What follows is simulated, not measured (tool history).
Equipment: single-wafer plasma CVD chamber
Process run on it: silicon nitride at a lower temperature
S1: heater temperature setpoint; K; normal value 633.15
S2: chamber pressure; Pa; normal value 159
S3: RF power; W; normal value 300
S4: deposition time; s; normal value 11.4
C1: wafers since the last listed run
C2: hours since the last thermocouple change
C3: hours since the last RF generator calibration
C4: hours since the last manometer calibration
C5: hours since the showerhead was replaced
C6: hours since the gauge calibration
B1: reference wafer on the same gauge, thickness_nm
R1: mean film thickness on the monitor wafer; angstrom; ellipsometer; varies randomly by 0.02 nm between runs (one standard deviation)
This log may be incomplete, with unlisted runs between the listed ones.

run	hour	S1	S2	S3	S4	C1	C2	C3	C4	C5	C6	B1	R1
1	0	633.15	151	300	11.4	0	1909.9	1139.9	1594.1	3650.4	973	14.603	128.33
# hour 0.1: gauge calibrated
2	31.1	633.15	159	300	11.4	975	1941	1171	1625.2	3681.5	31	14.593	129.01
3	55.7	633.15	159	300	11.4	772	1965.6	1195.6	1649.8	3706.1	55.6	14.608	129.43
4	81.9	633.15	159	300	11.4	822	1991.8	1221.8	1676	3732.3	81.8	14.595	129.11
5	114.8	633.15	187	280	11.4	1032	2024.7	1254.7	1708.9	3765.2	114.7	14.6	126.34
6	132.3	633.15	159	265	13	549	2042.2	1272.2	1726.4	3782.7	132.2	14.604	135.64
# hour 161.6: RF generator calibrated
# hour 167.5: showerhead replaced
# hour 174: capacitance manometer re-zeroed and calibrated
7	174.5	633.15	159	300	11.4	685	2084.4	12.9	0.5	7	174.4	14.598	129.79
8	179.3	633.15	159	300	11.4	150	2089.2	17.7	5.3	11.8	179.2	14.587	129.75
# hour 191.6: thermocouple changed; heater temperature recalibrated
9	204.8	641.15	159	355	11.4	549	13.2	43.2	30.8	37.3	204.7	14.595	143.63
10	221.2	645.15	121	300	12.3	514	29.6	59.6	47.2	53.7	221.1	14.6	134.3
11	247.5	645.15	192	300	11.4	825	55.9	85.9	73.5	80	247.4	14.602	133.15
12	273.8	639.15	159	300	11.4	825	82.2	112.2	99.8	106.3	273.7	14.591	129.66
13	296.3	633.15	159	300	12.2	706	104.7	134.7	122.3	128.8	296.2	14.593	138.61
14	318.5	633.15	197	285	11.4	696	126.9	156.9	144.5	151	318.4	14.597	129.28
15	348.8	642.15	159	325	11.4	950	157.2	187.2	174.8	181.3	348.7	14.602	135.84
16	376.7	633.15	159	300	11.4	875	185.1	215.1	202.7	209.2	376.6	14.59	129.29
17	410.2	633.15	159	300	11.4	1051	218.6	248.6	236.2	242.7	410.1	14.595	129.3
18	446.5	644.15	176	270	10.7	1139	254.9	284.9	272.5	279	446.4	14.603	114.58
19	461.7	638.15	159	300	12	477	270.1	300.1	287.7	294.2	461.6	14.607	135.72

Predict the results of run 20:
20	480.5	625.15	173	300	13.5	589	288.9	318.9	306.5	313	480.4	?	?

{"run 20": {"B1": 14.592, "R1": 155.3}}
If the tool had no hidden condition, the same run with the same run-to-run variation would have returned R1 156.29 angstrom.

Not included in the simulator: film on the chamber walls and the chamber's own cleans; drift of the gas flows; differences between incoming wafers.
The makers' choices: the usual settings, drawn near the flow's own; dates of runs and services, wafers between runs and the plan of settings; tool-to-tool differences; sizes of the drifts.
